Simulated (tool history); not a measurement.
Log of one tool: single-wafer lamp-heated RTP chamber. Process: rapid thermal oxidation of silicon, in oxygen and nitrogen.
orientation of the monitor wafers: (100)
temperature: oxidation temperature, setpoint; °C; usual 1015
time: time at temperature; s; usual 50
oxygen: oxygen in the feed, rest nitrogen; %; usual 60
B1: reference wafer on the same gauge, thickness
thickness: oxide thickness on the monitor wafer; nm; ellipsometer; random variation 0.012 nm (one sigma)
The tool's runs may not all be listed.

{"run": 1, "day": 0.0, "temperature": 1015, "time": 50, "oxygen": 52, "B1": 5.079, "thickness": 5.043}
{"run": 2, "day": 3.271, "temperature": 1015, "time": 50, "oxygen": 52, "B1": 5.083, "thickness": 5.039}
{"run": 3, "day": 7.192, "temperature": 1015, "time": 50, "oxygen": 60, "B1": 5.077, "thickness": 5.303}
{"run": 4, "day": 11.242, "temperature": 1015, "time": 50, "oxygen": 60, "B1": 5.073, "thickness": 5.318}
{"run": 5, "day": 12.783, "temperature": 1015, "time": 50, "oxygen": 60, "B1": 5.084, "thickness": 5.305}
{"day": 14.217, "done": "pyrometer window cleaned and pyrometer calibrated"}
{"run": 6, "day": 16.171, "temperature": 1015, "time": 50, "oxygen": 60, "B1": 5.079, "thickness": 5.217}
{"run": 7, "day": 18.321, "temperature": 1015, "time": 50, "oxygen": 60, "B1": 5.079, "thickness": 5.25}
{"run": 8, "day": 22.45, "temperature": 1015, "time": 50, "oxygen": 60, "B1": 5.086, "thickness": 5.275}
{"run": 9, "day": 24.971, "temperature": 1015, "time": 50, "oxygen": 60, "B1": 5.08, "thickness": 5.293}
{"day": 30.142, "done": "gauge calibrated"}
{"run": 10, "day": 31.471, "temperature": 1015, "time": 50, "oxygen": 60, "B1": 5.083, "thickness": 5.303}
{"day": 33.058, "done": "pyrometer window cleaned and pyrometer calibrated"}
{"run": 11, "day": 35.458, "temperature": 1015, "time": 50, "oxygen": 60, "B1": 5.08, "thickness": 5.169}
{"run": 12, "day": 39.929, "temperature": 1015, "time": 50, "oxygen": 60, "B1": 5.082, "thickness": 5.241}
{"run": 13, "day": 43.421, "temperature": 1015, "time": 50, "oxygen": 60, "B1": 5.08, "thickness": 5.265}
{"run": 14, "day": 45.25, "temperature": 1015, "time": 50, "oxygen": 60, "B1": 5.078, "thickness": 5.264}
{"run": 15, "day": 48.021, "temperature": 1015, "time": 50, "oxygen": 60, "B1": 5.072, "thickness": 5.277}
{"run": 16, "day": 50.479, "temperature": 1036, "time": 61, "oxygen": 51, "B1": 5.078, "thickness": 6.276}
{"run": 17, "day": 53.421, "temperature": 1015, "time": 50, "oxygen": 60, "B1": 5.078, "thickness": 5.284}
{"day": 55.517, "done": "pyrometer window cleaned and pyrometer calibrated"}
{"run": 18, "day": 55.558, "temperature": 1015, "time": 67, "oxygen": 60, "B1": 5.077, "thickness": 5.881}
{"run": 19, "day": 58.012, "temperature": 1015, "time": 50, "oxygen": 60, "B1": 5.087, "thickness": 5.202}
{"run": 20, "day": 62.354, "temperature": 1015, "time": 32, "oxygen": 60, "B1": 5.077, "thickness": 4.359}
{"day": 63.971, "done": "oxygen flow controller replaced"}
{"run": 21, "day": 66.304, "temperature": 1034, "time": 57, "oxygen": 32, "B1": 5.077, "thickness": 5.194}
{"run": 22, "day": 69.504, "temperature": 1029, "time": 50, "oxygen": 60, "B1": 5.081, "thickness": 5.932}
{"run": 23, "day": 71.129, "temperature": 988, "time": 27, "oxygen": 45, "B1": 5.079, "thickness": 3.25}
{"run": 24, "day": 73.971, "temperature": 1015, "time": 50, "oxygen": 60, "B1": 5.08, "thickness": 5.355}
{"run": 25, "day": 77.854, "temperature": 1015, "time": 28, "oxygen": 78, "B1": 5.087, "thickness": 4.599}
{"day": 79.279, "done": "pyrometer window cleaned and pyrometer calibrated"}
{"run": 26, "day": 81.038, "temperature": 1015, "time": 50, "oxygen": 60, "B1": 5.076, "thickness": 5.232}
{"run": 27, "day": 85.221, "temperature": 1034, "time": 57, "oxygen": 32, "B1": 5.082, "thickness": 5.132}
{"run": 28, "day": 88.792, "temperature": 987, "time": 69, "oxygen": 72, "B1": 5.077, "thickness": 5.355}
{"run": 29, "day": 92.271, "temperature": 989, "time": 37, "oxygen": 81, "B1": 5.077, "thickness": 4.361}
{"run": 30, "day": 95.392, "temperature": 1015, "time": 50, "oxygen": 60, "B1": 5.079, "thickness": 5.364}
{"run": 31, "day": 99.2, "temperature": 999, "time": 65, "oxygen": 33, "B1": 5.078, "thickness": 4.365}

5 ways to go on from here, each from the tool as it stands after run 31. What would each give?
{"run": "A", "day": 99.221, "temperature": 1015, "time": 50, "oxygen": 60, "B1": "?", "thickness": "?"}
{"run": "B", "day": 99.221, "temperature": 1035, "time": 50, "oxygen": 60, "B1": "?", "thickness": "?"}
{"run": "C", "day": 99.221, "temperature": 998, "time": 38, "oxygen": 40, "B1": "?", "thickness": "?"}
{"run": "D", "day": 99.221, "temperature": 1015, "time": 68, "oxygen": 39, "B1": "?", "thickness": "?"}
{"run": "E", "day": 99.221, "temperature": 988, "time": 61, "oxygen": 60, "B1": "?", "thickness": "?"}

run=A B1=5.078 thickness=5.326
run=B B1=5.078 thickness=6.116
run=C B1=5.078 thickness=3.728
run=D B1=5.078 thickness=5.228
run=E B1=5.078 thickness=4.799
Without the tool's hidden state the same runs would have given:
run=A thickness=5.196
run=B thickness=5.969
run=C thickness=3.66
run=D thickness=5.124
run=E thickness=4.679
